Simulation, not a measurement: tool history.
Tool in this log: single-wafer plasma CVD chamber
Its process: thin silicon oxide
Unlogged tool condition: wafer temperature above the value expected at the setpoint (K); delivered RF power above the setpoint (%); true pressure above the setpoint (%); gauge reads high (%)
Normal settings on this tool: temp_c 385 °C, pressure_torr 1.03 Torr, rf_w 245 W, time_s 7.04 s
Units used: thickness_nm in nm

run	hour	temp_c	pressure_torr	rf_w	time_s	wafers since the last listed run	hours since the last thermocouple change	hours since the last RF generator calibration	hours since the last manometer calibration	hours since the showerhead was replaced	hours since the gauge calibration	read-back reference wafer on the same gauge, thickness_nm	thickness_nm
1	0.0	385	1.03	245	7.04	0	41.2	1749.5	207.7	3556.9	2899.2	17.020	15.174
# hour 99.2: RF generator calibrated
2	125.1	385	1.03	265	7.04	2742	166.3	25.9	332.8	3682.0	3024.3	17.000	15.788
3	196.6	385	1.03	245	7.04	1674	237.8	97.4	404.3	3753.5	3095.8	17.011	15.158
# hour 257.5: gauge calibrated
4	265.6	385	1.03	245	7.04	1615	306.8	166.4	473.3	3822.5	8.1	17.030	15.268
5	328.6	385	1.03	245	7.04	1475	369.8	229.4	536.3	3885.5	71.1	16.993	15.183
6	405.9	385	1.03	245	7.04	1810	447.1	306.7	613.6	3962.8	148.4	16.995	15.187
7	444.7	385	1.03	245	7.04	908	485.9	345.5	652.4	4001.6	187.2	17.001	15.156
8	494.4	385	1.03	245	7.04	1163	535.6	395.2	702.1	4051.3	236.9	17.029	15.144
9	660.8	376	1.03	230	7.04	3896	702.0	561.6	868.5	4217.7	403.3	17.030	14.896
10	726.0	385	0.95	270	6.62	1526	767.2	626.8	933.7	4282.9	468.5	16.999	14.325
11	771.3	385	1.03	245	7.04	1060	812.5	672.1	979.0	4328.2	513.8	17.032	15.386
# hour 827.2: showerhead replaced
12	875.7	385	0.91	245	7.04	2257	916.9	776.5	1083.4	48.5	618.2	16.971	14.206
13	976.9	385	0.94	245	7.04	2369	1018.1	877.7	1184.6	149.7	719.4	16.998	14.514
14	1061.8	385	1.03	245	7.04	1988	1103.0	962.6	1269.5	234.6	804.3	16.994	15.484
15	1124.0	397	1.03	245	6.30	1456	1165.2	1024.8	1331.7	296.8	866.5	17.013	13.747
16	1207.4	385	1.03	245	6.10	1953	1248.6	1108.2	1415.1	380.2	949.9	17.000	13.406
17	1327.3	385	1.03	245	8.04	2807	1368.5	1228.1	1535.0	500.1	1069.8	16.980	17.558
18	1387.6	385	0.90	275	7.04	1412	1428.8	1288.4	1595.3	560.4	1130.1	17.008	14.956
19	1467.0	385	1.03	245	7.04	1859	1508.2	1367.8	1674.7	639.8	1209.5	16.999	15.605
20	1550.7	377	1.03	245	7.57	1960	1591.9	1451.5	1758.4	723.5	1293.2	17.010	16.934
21	1634.5	385	1.03	245	7.04	1962	1675.7	1535.3	1842.2	807.3	1377.0	16.993	15.739

The next listed run, before its measurement:
22	1729.8	400	1.03	260	7.04	2231	1771.0	1630.6	1937.5	902.6	1472.3	?	?

{"run 22": {"read-back reference wafer on the same gauge, thickness_nm": 16.991, "thickness_nm": 15.885}}
With the hidden condition absent and the run-to-run variation left alone, this run would have shown thickness_nm 15.179 nm.

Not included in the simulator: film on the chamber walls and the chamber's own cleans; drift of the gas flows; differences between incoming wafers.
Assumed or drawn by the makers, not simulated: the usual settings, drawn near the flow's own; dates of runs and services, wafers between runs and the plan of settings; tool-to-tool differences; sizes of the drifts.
